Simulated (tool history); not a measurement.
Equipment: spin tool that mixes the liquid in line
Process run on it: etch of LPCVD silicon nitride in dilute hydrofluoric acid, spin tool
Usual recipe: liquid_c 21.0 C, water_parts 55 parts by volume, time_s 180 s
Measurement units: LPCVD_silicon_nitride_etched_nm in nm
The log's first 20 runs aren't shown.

run	hour	liquid_c	water_parts	time_s	read-back film thickness of the LPCVD silicon nitride reference wafer, read on the same gauge (nm)	LPCVD_silicon_nitride_etched_nm
21	1355.7	25.5	55	180	39.992	1.633
22	1411.6	21.0	35	180	40.008	1.775
23	1489.4	17.5	35	285	40.000	2.288
24	1538.4	21.0	55	275	40.048	1.821
25	1639.8	17.0	30	180	40.018	1.612
26	1722.0	21.0	45	180	40.018	1.405
# hour 1795.5: thermometer replaced
27	1825.2	19.5	55	80	40.028	0.468
28	1911.1	21.0	55	180	40.023	1.203
29	1987.1	21.0	40	260	40.017	2.325

What does the tool deliver on the next run?
30	2060.4	22.5	55	180	?	?

{"run 30": {"read-back film thickness of the LPCVD silicon nitride reference wafer, read on the same gauge (nm)": 40.009, "LPCVD_silicon_nitride_etched_nm": 1.324}}
With no hidden state in the tool, this same run would have given LPCVD_silicon_nitride_etched_nm 1.324 nm.
